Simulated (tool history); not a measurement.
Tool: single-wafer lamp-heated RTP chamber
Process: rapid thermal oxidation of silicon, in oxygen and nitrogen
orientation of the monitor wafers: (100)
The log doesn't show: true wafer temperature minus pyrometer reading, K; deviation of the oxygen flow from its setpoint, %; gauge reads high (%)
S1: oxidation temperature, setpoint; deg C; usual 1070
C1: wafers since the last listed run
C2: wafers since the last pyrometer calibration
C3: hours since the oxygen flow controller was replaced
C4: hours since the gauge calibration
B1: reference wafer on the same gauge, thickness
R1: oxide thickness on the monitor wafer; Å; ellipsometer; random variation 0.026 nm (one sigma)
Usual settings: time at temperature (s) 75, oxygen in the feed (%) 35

Run 1, day 0: usual settings; C1 0; C2 6458; C3 5997.9; C4 493; B1 7.986. Result: R1 75.08 Å.
Run 2, day 1.492: usual settings; C1 438; C2 6896; C3 6033.7; C4 528.8; B1 7.983. Result: R1 75.07 Å.
At day 2.754: pyrometer window cleaned and pyrometer calibrated.
Run 3, day 3.133: usual settings but time at temperature (s) 47; C1 384; C2 111; C3 6073.1; C4 568.2; B1 7.984. Result: R1 59.21 Å.
Run 4, day 4.242: usual settings; C1 325; C2 437; C3 6099.7; C4 594.8; B1 7.974. Result: R1 72.71 Å.
Run 5, day 6.375: usual settings; C1 626; C2 1063; C3 6150.9; C4 646; B1 7.98. Result: R1 73.04 Å.
Run 6, day 8.158: usual settings; C1 523; C2 1587; C3 6193.7; C4 688.8; B1 7.974. Result: R1 73.55 Å.
Run 7, day 10.771: usual settings but time at temperature (s) 66, oxygen in the feed (%) 54; C1 767; C2 2355; C3 6256.4; C4 751.5; B1 7.982. Result: R1 81.09 Å.
Run 8, day 13.767: usual settings but time at temperature (s) 66, oxygen in the feed (%) 54; C1 880; C2 3235; C3 6328.3; C4 823.4; B1 7.991. Result: R1 81.23 Å.
Run 9, day 15.017: usual settings but S1 1093 deg C, time at temperature (s) 84; C1 367; C2 3602; C3 6358.3; C4 853.4; B1 7.97. Result: R1 90.07 Å.
Run 10, day 17.538: usual settings but S1 1093 deg C, time at temperature (s) 84; C1 740; C2 4342; C3 6418.8; C4 913.9; B1 7.988. Result: R1 90.88 Å.
Run 11, day 20.4: usual settings; C1 840; C2 5183; C3 6487.5; C4 982.6; B1 7.985. Result: R1 74.31 Å.
Run 12, day 21.725: usual settings; C1 389; C2 5572; C3 6519.3; C4 1014.4; B1 7.98. Result: R1 74.63 Å.
Run 13, day 23.95: usual settings; C1 653; C2 6226; C3 6572.7; C4 1067.8; B1 7.988. Result: R1 75.25 Å.
Run 14, day 26.05: usual settings but S1 1077 deg C; C1 616; C2 6843; C3 6623.1; C4 1118.2; B1 7.975. Result: R1 79.16 Å.
Run 15, day 30.817: usual settings but S1 1077 deg C; C1 1400; C2 8243; C3 6737.5; C4 1232.6; B1 7.973. Result: R1 78.78 Å.
Run 16, day 32.088: usual settings but S1 1077 deg C; C1 373; C2 8616; C3 6768; C4 1263.1; B1 7.971. Result: R1 79.11 Å.
At day 33.592: pyrometer window cleaned and pyrometer calibrated.
Run 17, day 33.612: usual settings; C1 350; C2 5; C3 6804.6; C4 1299.7; B1 7.981. Result: R1 72.82 Å.
Run 18, day 38.612: usual settings; C1 1468; C2 1474; C3 6924.6; C4 1419.7; B1 7.984. Result: R1 73.43 Å.
Run 19, day 39.671: usual settings but time at temperature (s) 92; C1 310; C2 1785; C3 6950; C4 1445.1; B1 7.976. Result: R1 80.68 Å.
Run 20, day 41.392: usual settings; C1 505; C2 2291; C3 6991.3; C4 1486.4; B1 7.98. Result: R1 73.55 Å.
Run 21, day 43.062: usual settings but oxygen in the feed (%) 17; C1 490; C2 2781; C3 7031.4; C4 1526.5; B1 7.985. Result: R1 57.3 Å.
Run 22, day 44.812: usual settings but oxygen in the feed (%) 54; C1 514; C2 3295; C3 7073.4; C4 1568.5; B1 7.972. Result: R1 85.82 Å.
Run 23, day 47.158: usual settings but S1 1082 deg C; C1 689; C2 3984; C3 7129.7; C4 1624.8; B1 7.981. Result: R1 79.42 Å.
Run 24, day 49.6: usual settings but S1 1095 deg C, time at temperature (s) 64, oxygen in the feed (%) 50; C1 717; C2 4702; C3 7188.3; C4 1683.4; B1 7.985. Result: R1 92.45 Å.
At day 50.725: gauge calibrated.
Run 25, day 51.475: usual settings but time at temperature (s) 55, oxygen in the feed (%) 63; C1 550; C2 5253; C3 7233.3; C4 18; B1 7.982. Result: R1 79.94 Å.
Run 26, day 52.921: usual settings; C1 424; C2 5677; C3 7268; C4 52.7; B1 7.98. Result: R1 74.38 Å.
Run 27, day 54.367: usual settings; C1 424; C2 6102; C3 7302.7; C4 87.4; B1 7.988. Result: R1 75.15 Å.
Run 28, day 56.425: usual settings but S1 1088 deg C, time at temperature (s) 59, oxygen in the feed (%) 49; C1 604; C2 6707; C3 7352.1; C4 136.8; B1 7.98. Result: R1 85.76 Å.
At day 58.233: oxygen flow controller replaced.
Run 29, day 59.121: usual settings but S1 1049 deg C; C1 693; C2 7401; C3 21.3; C4 201.5; B1 7.98. Result: R1 65.88 Å.
At day 60.508: pyrometer window cleaned and pyrometer calibrated.
Run 30, day 61.75: usual settings; C1 674; C2 364; C3 84.4; C4 264.6; B1 7.986. Result: R1 73.26 Å.
Run 31, day 64.396: usual settings but S1 1099 deg C, time at temperature (s) 87, oxygen in the feed (%) 17; C1 777; C2 1141; C3 147.9; C4 328.1; B1 7.977. Result: R1 73.59 Å.
Run 32, day 66.721: usual settings but S1 1056 deg C, time at temperature (s) 100; C1 682; C2 1824; C3 203.7; C4 383.9; B1 7.987. Result: R1 75.91 Å.
Run 33, day 67.988: usual settings; C1 372; C2 2196; C3 234.1; C4 414.3; B1 7.985. Result: R1 74.16 Å.
Run 34, day 69.838: usual settings; C1 543; C2 2740; C3 278.5; C4 458.7; B1 7.989. Result: R1 73.77 Å.
Run 35, day 71.762: usual settings but S1 1099 deg C, time at temperature (s) 87, oxygen in the feed (%) 17; C1 565; C2 3305; C3 324.7; C4 504.9; B1 7.985. Result: R1 73.7 Å.
Run 36, day 74.108: usual settings but S1 1052 deg C, time at temperature (s) 92, oxygen in the feed (%) 26; C1 689; C2 3994; C3 381; C4 561.2; B1 7.988. Result: R1 65.27 Å.
Run 37, day 75.858: usual settings but time at temperature (s) 42; C1 514; C2 4508; C3 423; C4 603.2; B1 7.977. Result: R1 57.73 Å.
Run 38, day 78.667: usual settings; C1 824; C2 5333; C3 490.4; C4 670.6; B1 7.981. Result: R1 74.92 Å.

Measured less the same run without the tool's hidden state. The same run-to-run variation is in both; the gauge's scatter may not be:
run     R1
  1  +2.25
  2  +2.39
  3  +0.21
  4  +0.37
  5  +0.59
  6  +0.76
  7  +1.12
  8  +1.45
  9  +1.69
 10  +1.99
 11  +1.96
 12   +2.1
 13  +2.33
 14  +2.64
 15  +3.11
 16  +3.24
 17  +0.25
 18  +0.73
 19  +0.93
 20  +1.01
 21  +0.89
 22  +1.58
 23  +1.66
 24  +2.19
 25  +2.16
 26  +2.14
 27   +2.3
 28  +2.79
 29  +2.49
 30  +0.56
 31  +0.78
 32  +1.11
 33  +1.19
 34  +1.36
 35  +1.46
 36  +1.59
 37   +1.5
 38  +2.24
